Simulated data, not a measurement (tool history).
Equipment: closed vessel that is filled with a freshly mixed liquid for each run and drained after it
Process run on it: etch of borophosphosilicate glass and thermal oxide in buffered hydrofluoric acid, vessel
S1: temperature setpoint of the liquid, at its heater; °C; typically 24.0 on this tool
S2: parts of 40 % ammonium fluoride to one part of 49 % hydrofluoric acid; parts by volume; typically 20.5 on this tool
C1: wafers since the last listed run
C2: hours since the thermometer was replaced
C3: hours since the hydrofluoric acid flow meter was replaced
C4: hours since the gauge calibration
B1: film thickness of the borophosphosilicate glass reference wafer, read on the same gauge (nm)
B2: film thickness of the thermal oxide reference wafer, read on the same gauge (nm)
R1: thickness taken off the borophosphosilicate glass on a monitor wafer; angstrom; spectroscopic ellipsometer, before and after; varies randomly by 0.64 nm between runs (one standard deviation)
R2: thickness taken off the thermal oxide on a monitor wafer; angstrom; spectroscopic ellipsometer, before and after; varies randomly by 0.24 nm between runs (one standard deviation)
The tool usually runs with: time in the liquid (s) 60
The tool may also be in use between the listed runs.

Run 1, hour 0.0: usual settings; C1 0; C2 1196.7; C3 174.2; C4 1557.3; B1 30.01; B2 119.99. Result: R1 745.8 angstrom, R2 357.8 angstrom.
Run 2, hour 77.7: usual settings; C1 7021; C2 1274.4; C3 251.9; C4 1635.0; B1 29.99; B2 120.04. Result: R1 746.7 angstrom, R2 357.7 angstrom.
Run 3, hour 124.0: usual settings; C1 4184; C2 1320.7; C3 298.2; C4 1681.3; B1 30.02; B2 120.01. Result: R1 741.0 angstrom, R2 364.2 angstrom.
Run 4, hour 202.9: usual settings; C1 7129; C2 1399.6; C3 377.1; C4 1760.2; B1 30.01; B2 120.01. Result: R1 758.1 angstrom, R2 366.0 angstrom.
Run 5, hour 298.2: usual settings; C1 8612; C2 1494.9; C3 472.4; C4 1855.5; B1 30.01; B2 120.01. Result: R1 766.2 angstrom, R2 371.0 angstrom.
Run 6, hour 337.5: usual settings; C1 3551; C2 1534.2; C3 511.7; C4 1894.8; B1 29.95; B2 120.00. Result: R1 769.9 angstrom, R2 370.9 angstrom.
Run 7, hour 412.0: usual settings but time in the liquid (s) 65; C1 6732; C2 1608.7; C3 586.2; C4 1969.3; B1 30.01; B2 120.01. Result: R1 843.4 angstrom, R2 407.8 angstrom.
At hour 469.9: hydrofluoric acid flow meter replaced.
Run 8, hour 492.3: usual settings but time in the liquid (s) 65; C1 7166; C2 1689.0; C3 22.4; C4 2049.6; B1 29.98; B2 119.99. Result: R1 775.5 angstrom, R2 370.6 angstrom.
Run 9, hour 557.2: usual settings but time in the liquid (s) 50; C1 5864; C2 1753.9; C3 87.3; C4 2114.5; B1 29.96; B2 120.01. Result: R1 591.8 angstrom, R2 291.3 angstrom.
At hour 572.1: gauge calibrated.
Run 10, hour 664.2: usual settings but S1 21.0 °C; C1 9669; C2 1860.9; C3 194.3; C4 92.1; B1 30.02; B2 120.01. Result: R1 619.7 angstrom, R2 300.2 angstrom.
Run 11, hour 748.3: usual settings but S1 26.0 °C, S2 26.0 parts by volume; C1 7599; C2 1945.0; C3 278.4; C4 176.2; B1 30.00; B2 119.98. Result: R1 684.9 angstrom, R2 341.5 angstrom.
Run 12, hour 834.3: usual settings but time in the liquid (s) 35; C1 7771; C2 2031.0; C3 364.4; C4 262.2; B1 29.99; B2 119.98. Result: R1 442.6 angstrom, R2 209.8 angstrom.
Run 13, hour 876.5: usual settings but S1 27.0 °C, S2 13.0 parts by volume, time in the liquid (s) 40; C1 3813; C2 2073.2; C3 406.6; C4 304.4; B1 30.02; B2 119.96. Result: R1 919.8 angstrom, R2 442.0 angstrom.
Run 14, hour 981.8: usual settings but S2 14.5 parts by volume, time in the liquid (s) 40; C1 9515; C2 2178.5; C3 511.9; C4 409.7; B1 30.04; B2 120.03. Result: R1 719.5 angstrom, R2 345.9 angstrom.
At hour 990.5: thermometer replaced.
Run 15, hour 1065.3: usual settings but S1 19.0 °C, time in the liquid (s) 80; C1 7455; C2 74.8; C3 595.4; C4 493.2; B1 30.00; B2 120.00. Result: R1 786.5 angstrom, R2 376.8 angstrom.
Run 16, hour 1129.5: usual settings; C1 5801; C2 139.0; C3 659.6; C4 557.4; B1 30.06; B2 120.00. Result: R1 797.1 angstrom, R2 378.5 angstrom.
At hour 1161.5: hydrofluoric acid flow meter replaced.
Run 17, hour 1206.2: usual settings; C1 6840; C2 215.7; C3 44.7; C4 634.1; B1 30.02; B2 120.00. Result: R1 724.8 angstrom, R2 345.4 angstrom.
Run 18, hour 1306.2: usual settings but S1 27.0 °C, S2 13.0 parts by volume, time in the liquid (s) 40; C1 9036; C2 315.7; C3 144.7; C4 734.1; B1 29.99; B2 119.97. Result: R1 881.9 angstrom, R2 428.3 angstrom.
Run 19, hour 1410.3: usual settings; C1 9407; C2 419.8; C3 248.8; C4 838.2; B1 29.95; B2 120.02. Result: R1 741.9 angstrom, R2 357.8 angstrom.
Run 20, hour 1505.8: usual settings but S1 22.5 °C, S2 18.0 parts by volume; C1 8630; C2 515.3; C3 344.3; C4 933.7; B1 30.02; B2 119.99. Result: R1 778.0 angstrom, R2 382.0 angstrom.
Run 21, hour 1609.4: usual settings but S2 24.0 parts by volume, time in the liquid (s) 50; C1 9362; C2 618.9; C3 447.9; C4 1037.3; B1 30.05; B2 120.00. Result: R1 565.3 angstrom, R2 271.5 angstrom.

List, for all runs, the conditions of the tool that the log does not record:
liquid colder than its thermometer reads (K): 0, the same for each run
gauge reads high (%): 0, the same for each run
H1: hydrofluoric acid flow above the setpoint (%)
run     H1
  1   3.88
  2   5.09
  3   5.82
  4   7.05
  5   8.54
  6   9.15
  7   10.3
  8  0.653
  9   1.67
 10   3.34
 11   4.65
 12      6
 13   6.65
 14    8.3
 15    9.6
 16   10.6
 17   1.26
 18   2.82
 19   4.44
 20   5.94
 21   7.55
